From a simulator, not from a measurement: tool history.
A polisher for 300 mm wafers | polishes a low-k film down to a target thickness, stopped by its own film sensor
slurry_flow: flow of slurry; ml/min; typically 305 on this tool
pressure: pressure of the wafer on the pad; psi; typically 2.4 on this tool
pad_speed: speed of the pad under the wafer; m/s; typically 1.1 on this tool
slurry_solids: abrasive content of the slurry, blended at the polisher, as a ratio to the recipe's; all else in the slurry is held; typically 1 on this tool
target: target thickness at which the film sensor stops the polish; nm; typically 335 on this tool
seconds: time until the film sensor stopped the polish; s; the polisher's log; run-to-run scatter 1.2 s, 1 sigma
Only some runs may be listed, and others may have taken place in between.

run	hour	slurry_flow	pressure	pad_speed	slurry_solids	target	wafers since the last listed run	wafers polished on this pad	hours since the slurry nozzle was cleaned	hours since the head pressure was calibrated	hours since the slurry blender was calibrated	hours since the conditioning disc was replaced	incoming thickness of the incoming film, nm	seconds
1	0	305	2.4	1.1	1	335	0	2714	318.1	31.9	156.9	250.1	390.9	110.7
2	48.5	305	2.4	1.1	1	335	489	3204	366.6	80.4	205.4	298.6	383.8	97.7
3	93.2	305	2	1.1	1.15	335	451	3655	411.3	125.1	250.1	343.3	391.5	126.8
4	119.2	305	2.4	1.1	1	335	262	3918	437.3	151.1	276.1	369.3	390.8	113.8
5	185.3	305	2.4	1.1	1	335	667	4585	503.4	217.2	342.2	435.4	396.6	124.3
# hour 210.9: worn pad replaced by a new one, of another model than before
6	215.5	305	2.4	1.1	1	335	264	46	533.6	247.4	372.4	465.6	396.8	132.1
7	255.7	305	1.9	1.1	0.7	335	405	452	573.8	287.6	412.6	505.8	389	143.5
8	295.8	245	2.4	0.9	1	348	404	857	613.9	327.7	452.7	545.9	390.5	111.3
# hour 310.1: slurry blender recalibrated
9	333.5	305	2.4	1.1	1	335	360	1217	651.6	365.4	23.4	583.6	395.7	132
# hour 348.6: conditioning disc replaced and pad reconditioned
10	396.3	305	1.8	1.26	1	335	613	1831	714.4	428.2	86.2	47.7	391.5	132.6
11	442	350	2.4	1.1	1	335	461	2293	760.1	473.9	131.9	93.4	390.9	123.2
12	478.1	350	3	1.46	1	335	364	2657	796.2	510	168	129.5	390.5	91.4
13	505.7	305	2.4	1.1	1	335	278	2936	823.8	537.6	195.6	157.1	392.6	136.3
14	570.8	305	2.4	1.1	1	335	657	3593	888.9	602.7	260.7	222.2	393.8	143.4
# hour 599.4: slurry nozzle cleaned
15	628	360	2.4	1.1	1.25	335	567	4161	28.6	659.9	317.9	279.4	392.7	103
# hour 644.8: worn pad replaced by a new one
16	681.9	240	2.4	0.82	0.8	327	503	375	82.5	713.8	371.8	333.3	390	166.1
17	723.1	305	2.4	1.1	0.8	335	416	791	123.7	755	413	374.5	394.7	126
18	754.7	305	1.6	1.1	1	335	319	1110	155.3	786.6	444.6	406.1	394.9	145.6
# hour 776.6: slurry blender recalibrated
19	788	235	3	1.1	1	335	316	1426	188.6	819.9	11.4	439.4	390.7	104
20	817.4	385	2.4	1.1	0.8	335	296	1723	218	849.3	40.8	468.8	389.7	113.1
# hour 832.1: head pressure recalibrated
21	854.1	395	3	1.1	1	335	350	2073	254.7	22	77.5	505.5	395.3	104.3
22	918.9	305	2.8	1.1	1	325	654	2727	319.5	86.8	142.3	570.3	389.2	119.3
23	965	305	2.4	1.1	1	335	465	3193	365.6	132.9	188.4	616.4	395.4	124.5
# hour 976.3: conditioning disc replaced and pad reconditioned
24	1014.3	250	2.4	1.1	1	335	477	3671	414.9	182.2	237.7	38	390.8	121.5
25	1072.6	385	2.1	0.84	1	317	588	4259	473.2	240.5	296	96.3	386.4	172.5
# hour 1117.9: worn pad replaced by a new one
26	1125.5	305	2.8	1.1	1	335	493	77	526.1	293.4	348.9	149.2	393.4	114

Predict each of these 3 candidate next runs independently; none follows another, all start after run 26:
A	1125.9	305	2.4	1.1	1	335	4	81	526.5	293.8	349.3	149.6	394.2	?
B	1125.9	305	2.4	1.1	1.15	327	4	81	526.5	293.8	349.3	149.6	394.2	?
C	1125.9	375	2.4	1.1	1	335	4	81	526.5	293.8	349.3	149.6	394.2	?

run	seconds
A	125.6
B	136.8
C	120.4
With no hidden state in the tool, these same runs would have given:
run	seconds
A	115.9
B	126.2
C	113.3

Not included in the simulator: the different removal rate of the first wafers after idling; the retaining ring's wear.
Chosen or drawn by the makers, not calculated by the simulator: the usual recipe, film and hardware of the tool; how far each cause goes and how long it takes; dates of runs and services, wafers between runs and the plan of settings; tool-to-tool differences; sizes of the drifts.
